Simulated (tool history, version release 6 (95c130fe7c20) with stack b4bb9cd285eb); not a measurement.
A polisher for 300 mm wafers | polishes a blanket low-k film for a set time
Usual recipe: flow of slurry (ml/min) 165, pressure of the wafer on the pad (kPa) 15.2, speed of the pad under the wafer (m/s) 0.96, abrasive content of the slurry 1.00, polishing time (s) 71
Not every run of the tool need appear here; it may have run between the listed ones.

| run | hour | flow of slurry (ml/min) | pressure of the wafer on the pad (kPa) | speed of the pad under the wafer (m/s) | abrasive content of the slurry | polishing time (s) | wafers since the last listed run | wafers polished on this pad | hours since the slurry nozzle was cleaned | hours since the head pressure was calibrated | hours since the slurry blender was calibrated | hours since the conditioning disc was replaced | incoming thickness of the incoming film, nm | film removed (Å) |
|---|---|---|---|---|---|---|---|---|---|---|---|---|---|---|
| 1 | 0.0 | 165 | 15.2 | 0.96 | 1.00 | 80 | 0 | 2346 | 182.3 | 160.2 | 117.6 | 158.3 | 421.6 | 385 |
| 2 | 72.4 | 165 | 15.2 | 0.96 | 1.00 | 80 | 885 | 3231 | 254.7 | 232.6 | 190.0 | 230.7 | 424.6 | 387 |
|  | 88.2 | worn pad replaced by a new one |
| 3 | 135.9 | 165 | 15.2 | 0.96 | 1.00 | 80 | 727 | 583 | 318.2 | 296.1 | 253.5 | 294.2 | 421.4 | 380 |
|  | 191.3 | conditioning disc replaced and pad reconditioned |
|  | 297.4 | slurry blender recalibrated |
|  | 297.5 | slurry nozzle cleaned |
| 4 | 374.9 | 205 | 15.2 | 0.96 | 1.00 | 71 | 2871 | 3455 | 77.4 | 535.1 | 77.5 | 183.6 | 424.7 | 358 |
|  | 387.4 | worn pad replaced by a new one |
| 5 | 446.7 | 205 | 15.2 | 0.96 | 1.00 | 71 | 828 | 725 | 149.2 | 606.9 | 149.3 | 255.4 | 421.4 | 352 |
| 6 | 483.8 | 205 | 15.2 | 0.96 | 1.00 | 71 | 453 | 1179 | 186.3 | 644.0 | 186.4 | 292.5 | 422.0 | 355 |
|  | 517.2 | conditioning disc replaced and pad reconditioned |
| 7 | 549.4 | 165 | 15.2 | 0.96 | 1.00 | 71 | 777 | 1956 | 251.9 | 709.6 | 252.0 | 32.2 | 426.0 | 344 |
| 8 | 621.7 | 165 | 15.2 | 0.96 | 1.00 | 71 | 883 | 2840 | 324.2 | 781.9 | 324.3 | 104.5 | 419.5 | 345 |
| 9 | 718.4 | 165 | 15.2 | 0.96 | 1.00 | 58 | 1182 | 4022 | 420.9 | 878.6 | 421.0 | 201.2 | 413.0 | 284 |
|  | 732.5 | slurry blender recalibrated |
|  | 750.1 | worn pad replaced by a new one |
|  | 750.5 | slurry nozzle cleaned |
| 10 | 763.2 | 165 | 15.2 | 0.96 | 1.00 | 58 | 469 | 155 | 12.7 | 923.4 | 30.7 | 246.0 | 418.2 | 281 |
|  | 829.7 | conditioning disc replaced and pad reconditioned |
| 11 | 849.2 | 145 | 15.2 | 0.96 | 1.00 | 64 | 1026 | 1182 | 98.7 | 1009.4 | 116.7 | 19.5 | 421.1 | 297 |
| 12 | 920.1 | 180 | 19.3 | 0.96 | 0.80 | 71 | 866 | 2049 | 169.6 | 1080.3 | 187.6 | 90.4 | 415.8 | 413 |
| 13 | 1003.4 | 195 | 15.2 | 0.96 | 1.20 | 79 | 1018 | 3067 | 252.9 | 1163.6 | 270.9 | 173.7 | 419.5 | 418 |
|  | 1037.7 | head pressure recalibrated |
| 14 | 1067.4 | 110 | 15.2 | 0.96 | 0.75 | 71 | 757 | 3825 | 316.9 | 29.7 | 334.9 | 237.7 | 417.0 | 284 |
| 15 | 1115.6 | 165 | 15.2 | 0.96 | 1.00 | 71 | 589 | 4414 | 365.1 | 77.9 | 383.1 | 285.9 | 413.4 | 345 |
|  | 1127.6 | worn pad replaced by a new one |
|  | 1166.3 | conditioning disc replaced and pad reconditioned |
| 16 | 1190.3 | 165 | 15.2 | 0.96 | 1.00 | 71 | 839 | 741 | 439.8 | 152.6 | 457.8 | 24.0 | 427.9 | 351 |
|  | 1231.2 | slurry blender recalibrated |
|  | 1292.7 | slurry nozzle cleaned |
| 17 | 1415.7 | 165 | 13.1 | 0.68 | 1.00 | 71 | 2718 | 3460 | 123.0 | 378.0 | 184.5 | 249.4 | 416.1 | 231 |
|  | 1449.8 | conditioning disc replaced and pad reconditioned |
|  | 1486.9 | worn pad replaced by a new one |
| 18 | 1494.5 | 165 | 10.3 | 0.96 | 1.00 | 71 | 890 | 93 | 201.8 | 456.8 | 263.3 | 44.7 | 417.3 | 235 |
| 19 | 1556.6 | 135 | 15.2 | 0.96 | 0.80 | 58 | 759 | 852 | 263.9 | 518.9 | 325.4 | 106.8 | 426.5 | 247 |
| 20 | 1642.4 | 165 | 15.2 | 0.96 | 1.00 | 71 | 1048 | 1901 | 349.7 | 604.7 | 411.2 | 192.6 | 414.4 | 345 |

Consider 4 possible next runs. They are alternatives, not a sequence: every one starts from the tool as it was left by run 20. What does each give?
| A | 1642.8 | 165 | 15.2 | 0.96 | 0.80 | 71 | 4 | 1906 | 350.1 | 605.1 | 411.6 | 193.0 | 412.9 | ? |
| B | 1642.8 | 165 | 15.2 | 0.66 | 1.00 | 71 | 4 | 1906 | 350.1 | 605.1 | 411.6 | 193.0 | 412.9 | ? |
| C | 1642.8 | 225 | 15.2 | 0.96 | 1.00 | 49 | 4 | 1906 | 350.1 | 605.1 | 411.6 | 193.0 | 412.9 | ? |
| D | 1642.8 | 165 | 15.2 | 0.96 | 0.70 | 71 | 4 | 1906 | 350.1 | 605.1 | 411.6 | 193.0 | 412.9 | ? |

| run | film removed (Å) |
|---|---|
| A | 320 |
| B | 262 |
| C | 250 |
| D | 305 |
Without the tool's unlogged condition, the same runs would have read:
| run | film removed (Å) |
|---|---|
| A | 320 |
| B | 262 |
| C | 250 |
| D | 305 |

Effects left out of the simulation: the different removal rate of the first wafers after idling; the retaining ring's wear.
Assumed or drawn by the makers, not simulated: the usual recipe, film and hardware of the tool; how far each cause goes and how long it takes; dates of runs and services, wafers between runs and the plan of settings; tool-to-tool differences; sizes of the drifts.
